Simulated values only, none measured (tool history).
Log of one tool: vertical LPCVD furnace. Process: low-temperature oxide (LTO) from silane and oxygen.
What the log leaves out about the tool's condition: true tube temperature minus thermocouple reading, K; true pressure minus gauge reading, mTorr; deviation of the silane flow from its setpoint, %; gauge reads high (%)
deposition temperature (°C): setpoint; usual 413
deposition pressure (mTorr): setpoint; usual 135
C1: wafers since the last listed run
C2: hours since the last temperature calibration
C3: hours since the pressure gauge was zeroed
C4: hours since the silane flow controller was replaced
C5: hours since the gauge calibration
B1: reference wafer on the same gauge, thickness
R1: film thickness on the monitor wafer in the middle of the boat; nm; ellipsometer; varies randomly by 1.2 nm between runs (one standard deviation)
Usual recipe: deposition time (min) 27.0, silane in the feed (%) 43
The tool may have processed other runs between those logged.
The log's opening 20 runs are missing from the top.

run 21 day=44.242 | deposition_temperature_(°C)=404 deposition_pressure_(mTorr)=155 deposition_time_(min)=36.5 silane_in_the_feed_(%)=40 | C1=1158 C2=977.6 C3=393.3 C4=504.9 C5=449.6 | B1=244.16 | R1=275.31
run 22 day=45.558 | deposition_temperature_(°C)=406 deposition_pressure_(mTorr)=165 deposition_time_(min)=27.0 silane_in_the_feed_(%)=35 | C1=736 C2=1009.2 C3=424.9 C4=536.5 C5=481.2 | B1=244.15 | R1=189.71
run 23 day=47.125 | deposition_temperature_(°C)=403 deposition_pressure_(mTorr)=135 deposition_time_(min)=23.5 silane_in_the_feed_(%)=50 | C1=876 C2=1046.8 C3=462.5 C4=574.1 C5=518.8 | B1=243.69 | R1=193.02
run 24 day=49.662 | deposition_temperature_(°C)=413 deposition_pressure_(mTorr)=135 deposition_time_(min)=27.0 silane_in_the_feed_(%)=43 | C1=1420 C2=1107.7 C3=523.4 C4=635.0 C5=579.7 | B1=243.78 | R1=213.26
run 25 day=51.429 | deposition_temperature_(°C)=424 deposition_pressure_(mTorr)=135 deposition_time_(min)=34.0 silane_in_the_feed_(%)=37 | C1=988 C2=1150.1 C3=565.8 C4=677.4 C5=622.1 | B1=243.91 | R1=252.27
run 26 day=54.312 | deposition_temperature_(°C)=409 deposition_pressure_(mTorr)=125 deposition_time_(min)=27.0 silane_in_the_feed_(%)=43 | C1=1613 C2=1219.3 C3=635.0 C4=746.6 C5=691.3 | B1=243.82 | R1=191.93
run 27 day=55.646 | deposition_temperature_(°C)=421 deposition_pressure_(mTorr)=115 deposition_time_(min)=34.5 silane_in_the_feed_(%)=50 | C1=746 C2=1251.3 C3=667.0 C4=778.6 C5=723.3 | B1=244.39 | R1=290.02
run 28 day=57.417 | deposition_temperature_(°C)=403 deposition_pressure_(mTorr)=145 deposition_time_(min)=35.5 silane_in_the_feed_(%)=36 | C1=990 C2=1293.8 C3=709.5 C4=821.1 C5=765.8 | B1=244.40 | R1=220.04
run 29 day=59.358 | deposition_temperature_(°C)=405 deposition_pressure_(mTorr)=120 deposition_time_(min)=27.0 silane_in_the_feed_(%)=43 | C1=1086 C2=1340.4 C3=756.1 C4=867.7 C5=812.4 | B1=243.75 | R1=174.43
run 30 day=62.346 | deposition_temperature_(°C)=413 deposition_pressure_(mTorr)=135 deposition_time_(min)=27.0 silane_in_the_feed_(%)=43 | C1=1671 C2=1412.1 C3=827.8 C4=939.4 C5=884.1 | B1=244.25 | R1=213.93
run 31 day=64.967 | deposition_temperature_(°C)=409 deposition_pressure_(mTorr)=165 deposition_time_(min)=27.0 silane_in_the_feed_(%)=43 | C1=1466 C2=1475.0 C3=890.7 C4=1002.3 C5=947.0 | B1=243.65 | R1=253.17

Here are 4 independent what-if runs from the current tool condition. What would each one return?
run A day=65.121 | deposition_temperature_(°C)=413 deposition_pressure_(mTorr)=135 deposition_time_(min)=27.0 silane_in_the_feed_(%)=43 | C1=86 C2=1478.7 C3=894.4 C4=1006.0 C5=950.7 | B1=? | R1=?
run B day=65.121 | deposition_temperature_(°C)=404 deposition_pressure_(mTorr)=105 deposition_time_(min)=34.5 silane_in_the_feed_(%)=50 | C1=86 C2=1478.7 C3=894.4 C4=1006.0 C5=950.7 | B1=? | R1=?
run C day=65.121 | deposition_temperature_(°C)=413 deposition_pressure_(mTorr)=135 deposition_time_(min)=20.0 silane_in_the_feed_(%)=43 | C1=86 C2=1478.7 C3=894.4 C4=1006.0 C5=950.7 | B1=? | R1=?
run D day=65.121 | deposition_temperature_(°C)=413 deposition_pressure_(mTorr)=135 deposition_time_(min)=27.0 silane_in_the_feed_(%)=38 | C1=86 C2=1478.7 C3=894.4 C4=1006.0 C5=950.7 | B1=? | R1=?

run=A B1=244.28 R1=217.75
run=B B1=244.28 R1=228.60
run=C B1=244.28 R1=161.30
run=D B1=244.28 R1=189.34
Take away the tool's hidden state, keep each run's random variation, and the runs would have read:
run=A R1=213.94
run=B R1=223.48
run=C R1=158.47
run=D R1=186.02
